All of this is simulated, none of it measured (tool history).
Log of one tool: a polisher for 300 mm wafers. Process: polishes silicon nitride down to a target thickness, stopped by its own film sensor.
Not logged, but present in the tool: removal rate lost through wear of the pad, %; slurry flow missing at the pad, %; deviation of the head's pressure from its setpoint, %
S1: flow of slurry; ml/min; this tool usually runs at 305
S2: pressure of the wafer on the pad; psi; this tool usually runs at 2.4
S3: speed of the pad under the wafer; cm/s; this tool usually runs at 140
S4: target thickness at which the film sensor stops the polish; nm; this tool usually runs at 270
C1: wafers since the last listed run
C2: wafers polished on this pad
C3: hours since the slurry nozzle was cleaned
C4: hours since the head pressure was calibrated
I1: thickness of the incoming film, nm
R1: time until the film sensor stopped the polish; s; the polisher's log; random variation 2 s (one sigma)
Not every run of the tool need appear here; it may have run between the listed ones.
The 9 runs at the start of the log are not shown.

run	day	S1	S2	S3	S4	C1	C2	C3	C4	I1	R1
10	27.408	305	2.7	140	270	857	3593	221.3	898	446.4	123
# day 28.983: worn pad replaced by a new one
11	30.392	305	1.8	140	270	680	340	292.9	969.6	452.4	196.7
12	33.812	260	2.4	140	317	826	1167	375	1051.7	445.6	111.9
# day 34.408: slurry nozzle cleaned
13	35.417	260	2.4	140	317	377	1544	24.2	1090.2	447.6	103.5
14	37.321	305	2.4	140	270	460	2004	69.9	1135.9	450.2	141.7
15	40.708	305	2.4	140	270	818	2823	151.2	1217.2	444.1	136.4
# day 40.933: head pressure recalibrated
16	44.067	355	3.2	140	270	791	3614	231.8	75.2	449.2	104.9
# day 46.162: worn pad replaced by a new one
17	48.171	255	2.4	122	270	951	485	330.3	173.7	453.2	170.3
# day 49.825: slurry nozzle cleaned
18	50.704	405	2.9	140	270	602	1087	21.1	234.5	454.4	114.3
19	54.829	205	2.4	174	215	996	2084	120.1	333.5	446.2	162
20	56.912	240	2.7	96	225	503	2587	170.1	383.5	441.9	211.3
21	60.675	305	2.4	140	270	909	3496	260.4	473.8	458.3	147.7
# day 62.817: worn pad replaced by a new one, of another model than before
22	63.492	305	2.8	140	329	640	162	328	541.4	446	81.3
23	65.029	345	1.7	140	306	371	534	364.9	578.3	444.7	139.8
# day 66.946: slurry nozzle cleaned
24	67.075	305	2.4	140	270	484	1018	3.1	627.4	442.6	134.3

Estimate the outcome of run 25 from the log above:
25	70.179	210	3.1	140	252	750	1768	77.6	701.9	446.5	?

Run 25 measured R1 127.5 s.
Were there no unlogged condition in the tool, this run, its random variation unchanged, would have produced R1 127.1 s.

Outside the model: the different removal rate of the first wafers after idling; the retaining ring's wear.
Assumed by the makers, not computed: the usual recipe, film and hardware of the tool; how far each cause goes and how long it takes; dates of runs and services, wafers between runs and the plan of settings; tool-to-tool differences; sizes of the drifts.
